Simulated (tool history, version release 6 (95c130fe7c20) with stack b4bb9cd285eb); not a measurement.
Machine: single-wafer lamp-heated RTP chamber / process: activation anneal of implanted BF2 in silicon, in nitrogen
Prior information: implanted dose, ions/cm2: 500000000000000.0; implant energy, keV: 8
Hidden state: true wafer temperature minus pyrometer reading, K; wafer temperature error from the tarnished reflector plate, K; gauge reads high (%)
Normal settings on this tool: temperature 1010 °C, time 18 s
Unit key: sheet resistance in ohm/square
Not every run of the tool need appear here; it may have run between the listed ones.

run	day	temperature	time	wafers since the last listed run	wafers since the last pyrometer calibration	wafers since the reflector plate was cleaned	hours since the gauge calibration	read-back reference wafer on the same gauge, sheet resistance	sheet resistance
1	0.000	1030	18	0	6404	2366	1695.5	265.39	277.78
# day 1.354: pyrometer window cleaned and pyrometer calibrated
2	2.204	1010	18	407	184	2773	1748.4	264.76	312.00
3	6.496	1010	18	934	1119	3707	1851.4	265.23	307.54
4	8.346	1010	18	402	1522	4110	1895.8	264.44	305.60
# day 8.904: reflector plate cleaned
5	9.988	1010	13	284	1806	235	1935.2	265.38	313.00
6	14.467	1010	13	975	2782	1210	2042.7	265.00	313.68
7	17.842	1010	26	734	3517	1945	2123.7	265.26	290.27
8	21.912	1010	26	886	4403	2831	2221.4	265.41	290.26
9	24.083	1010	26	472	4876	3304	2273.5	264.93	291.23
10	27.233	1010	18	685	5561	3990	2349.1	265.04	299.94
# day 28.829: reflector plate cleaned
11	30.075	1022	13	546	6108	271	2417.3	264.32	299.53
# day 30.821: pyrometer window cleaned and pyrometer calibrated
12	32.604	1010	18	478	388	749	2478.0	264.32	309.72
13	36.954	1010	18	947	1335	1696	2582.4	265.08	305.78
14	40.071	1010	18	678	2014	2375	2657.2	264.56	307.69
15	41.892	1010	18	396	2410	2771	2700.9	265.22	301.24
16	45.300	1010	18	742	3152	3513	2782.7	265.46	306.39
17	47.229	1010	18	420	3572	3933	2829.0	264.82	302.38
18	48.771	998	15	335	3908	4269	2866.0	264.54	315.17
# day 51.042: reflector plate cleaned
19	51.062	1027	28	426	4335	4	2921.0	265.70	265.69
20	53.821	1010	26	600	4935	605	2987.2	265.22	291.66
# day 55.738: gauge calibrated
21	58.033	1027	25	917	5852	1522	55.1	265.16	267.56
22	61.025	1023	8	651	6504	2173	126.9	264.20	311.91
# day 61.971: pyrometer window cleaned and pyrometer calibrated
23	65.388	990	25	877	743	3051	231.6	265.10	320.91
24	68.671	989	18	714	1458	3765	310.4	264.98	331.26
# day 72.446: reflector plate cleaned
25	72.708	983	28	806	2265	56	407.3	264.58	320.76
26	75.833	998	13	680	2945	737	482.3	265.49	327.60
27	78.696	998	8	623	3568	1360	551.0	264.76	344.93
28	80.800	988	15	458	4026	1818	601.5	265.35	331.36
29	83.508	1010	18	589	4616	2408	666.5	265.65	298.30
30	86.804	1038	18	717	5334	3125	745.6	265.77	267.73
31	88.808	1038	18	436	5770	3562	793.7	265.39	266.30
32	91.096	1001	28	498	6268	4060	848.6	265.18	299.91
# day 92.833: pyrometer window cleaned and pyrometer calibrated
33	92.975	996	13	336	30	4397	893.7	264.95	343.54
# day 93.908: reflector plate cleaned
34	96.721	1010	18	743	773	612	983.6	264.73	309.43
35	99.208	1022	9	541	1315	1153	1043.3	265.06	316.47
36	101.971	1010	18	601	1916	1755	1109.6	265.28	306.27

Predict each of these 4 candidate next runs independently; none follows another, all start after run 36:
A	101.988	1010	18	3	1920	1759	1110.0	?	?
B	101.988	1010	14	3	1920	1759	1110.0	?	?
C	101.988	1035	26	3	1920	1759	1110.0	?	?
D	101.988	1023	18	3	1920	1759	1110.0	?	?

run	read-back reference wafer on the same gauge, sheet resistance	sheet resistance
A	264.76	302.98
B	264.76	309.84
C	264.76	259.82
D	264.76	288.48
Take away the tool's hidden state, keep each run's random variation, and the runs would have read:
run	sheet resistance
A	311.90
B	319.37
C	272.11
D	298.89

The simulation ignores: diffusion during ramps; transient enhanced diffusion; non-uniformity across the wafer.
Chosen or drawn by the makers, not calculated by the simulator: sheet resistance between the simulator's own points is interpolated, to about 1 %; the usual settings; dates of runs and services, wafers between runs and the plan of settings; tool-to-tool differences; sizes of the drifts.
